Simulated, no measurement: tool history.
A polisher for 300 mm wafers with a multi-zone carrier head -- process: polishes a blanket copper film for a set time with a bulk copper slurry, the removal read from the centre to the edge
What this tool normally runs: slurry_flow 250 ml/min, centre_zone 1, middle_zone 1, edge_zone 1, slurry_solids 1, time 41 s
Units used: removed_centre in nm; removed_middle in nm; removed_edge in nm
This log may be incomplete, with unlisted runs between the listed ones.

run	hour	slurry_flow	centre_zone	middle_zone	edge_zone	slurry_solids	time	wafers since the last listed run	wafers polished on this pad	hours since the slurry nozzle was cleaned	hours since the centre zone pressure was calibrated	hours since the edge zone pressure was calibrated	hours since the carrier head's membrane was replaced	incoming thickness of the incoming film, nm	removed_centre	removed_middle	removed_edge
1	0	250	1	0.91	1	0.8	41	0	291	444	1307.2	547.8	569.4	3655.6	306.5	279.3	307.1
2	6	250	1	0.91	1	0.8	41	94	386	450	1313.2	553.8	575.4	3670.9	306.2	273.2	305
3	16.9	250	1	1	1	1	41	171	558	460.9	1324.1	564.7	586.3	3775.5	304.1	310.9	318
# hour 29.3: carrier head's membrane replaced by a new one
4	32	250	1	1	1	1	41	159	717	476	1339.2	579.8	2.7	3785.6	315	294.1	311.2
# hour 36.8: slurry nozzle cleaned
5	40.7	250	1	1	1	1	41	121	838	3.9	1347.9	588.5	11.4	3691.7	305.9	309.3	304.9
# hour 54.4: worn pad replaced by a new one
6	56.5	250	1	1	1	1	41	186	32	19.7	1363.7	604.3	27.2	3714.1	338.3	338.4	337.9
7	67.3	250	0.93	1	1	1	41	170	203	30.5	1374.5	615.1	38	3718.4	318.9	325	337
8	75.3	250	1	0.89	0.96	1	41	126	329	38.5	1382.5	623.1	46	3681.4	325.9	290	315.8
9	81.4	250	0.96	1.07	1	1	41	96	425	44.6	1388.6	629.2	52.1	3667.1	317.6	325.6	317.7
# hour 91.1: centre zone pressure recalibrated
10	93.3	250	1.12	1	1	1	41	156	581	56.5	2.2	641.1	64	3766.1	334.2	307.6	315.2
11	104.5	250	0.94	1	1.1	1	41	176	758	67.7	13.4	652.3	75.2	3731.9	299.4	307.4	331.4
12	113.9	250	1	1	1	1	41	148	906	77.1	22.8	661.7	84.6	3743	311	309	315
# hour 124.3: worn pad replaced by a new one
13	124.8	330	0.9	1	1.04	0.85	41	108	7	88	33.7	672.6	95.5	3758.8	321.4	334.8	347.2
# hour 132: edge zone pressure recalibrated
14	132.5	250	1	1.05	0.92	1	31	89	97	95.7	41.4	0.5	103.2	3675.1	249.9	257.7	244.4
15	143.4	250	0.96	1.07	1	1	41	171	269	106.6	52.3	11.4	114.1	3749.6	322.8	347.1	323.5
16	158.8	250	0.96	1	1	1.15	55	242	512	122	67.7	26.8	129.5	3749.7	422.5	429	439.6
17	167.2	250	1	1	1.07	1	36	132	644	130.4	76.1	35.2	137.9	3718.5	270.6	268	286.4
18	175.4	250	1	1	1.09	1	41	129	773	138.6	84.3	43.4	146.1	3717.5	303.1	307.4	321.9
# hour 192.9: worn pad replaced by a new one
19	193.4	250	1	1.07	1	1	41	220	7	156.6	102.3	61.4	164.1	3737.6	333.5	347	344.9
20	204.5	250	1	1	1	1	41	175	182	167.7	113.4	72.5	175.2	3690.7	331.9	319.3	329

Entry by entry between the runs, the difference in hidden state between the last listed run before and the first listed run after:
Between runs 3 and 4: carrier head's membrane replaced by a new one (hour 29.3)
  removal rate lost through wear of the pad, %: 9.37 -> 10.6
  what was measured, less what the result would be without the hidden state, removed_centre: -31.4 -> -37.4 nm; removed_middle: -32.2 -> -34.9 nm; removed_edge: -32.9 -> -36.9 nm
Between runs 4 and 5: slurry nozzle cleaned (hour 36.8)
  removal rate lost through wear of the pad, %: 10.6 -> 11.1
  what was measured, less what the result would be without the hidden state, removed_centre: -37.4 -> -38.1 nm; removed_middle: -34.9 -> -38.5 nm; removed_edge: -36.9 -> -37.9 nm
Between runs 5 and 6: worn pad replaced by a new one (hour 54.4)
  removal rate lost through wear of the pad, %: 11.1 -> 1.29
  what was measured, less what the result would be without the hidden state, removed_centre: -38.1 -> -4.4 nm; removed_middle: -38.5 -> -4.5 nm; removed_edge: -37.9 -> -4.4 nm
Between runs 9 and 10: centre zone pressure recalibrated (hour 91.1)
  removal rate lost through wear of the pad, %: 7.47 -> 8.9
  what was measured, less what the result would be without the hidden state, removed_centre: -25.7 -> -32.6 nm; removed_middle: -26.3 -> -30 nm; removed_edge: -25.6 -> -30.8 nm
Between runs 12 and 13: worn pad replaced by a new one (hour 124.3)
  removal rate lost through wear of the pad, %: 10.3 -> 0.667
  what was measured, less what the result would be without the hidden state, removed_centre: -35.5 -> -2.1 nm; removed_middle: -35.3 -> -2.2 nm; removed_edge: -36 -> -2.3 nm
Between runs 13 and 14: edge zone pressure recalibrated (hour 132)
  removal rate lost through wear of the pad, %: 0.667 -> 3.39
  what was measured, less what the result would be without the hidden state, removed_centre: -2.1 -> -8.8 nm; removed_middle: -2.2 -> -9.1 nm; removed_edge: -2.3 -> -8.6 nm
Between runs 18 and 19: worn pad replaced by a new one (hour 192.9)
  removal rate lost through wear of the pad, %: 9.84 -> 0.738
  what was measured, less what the result would be without the hidden state, removed_centre: -33.1 -> -2.5 nm; removed_middle: -33.5 -> -2.6 nm; removed_edge: -35.1 -> -2.6 nm

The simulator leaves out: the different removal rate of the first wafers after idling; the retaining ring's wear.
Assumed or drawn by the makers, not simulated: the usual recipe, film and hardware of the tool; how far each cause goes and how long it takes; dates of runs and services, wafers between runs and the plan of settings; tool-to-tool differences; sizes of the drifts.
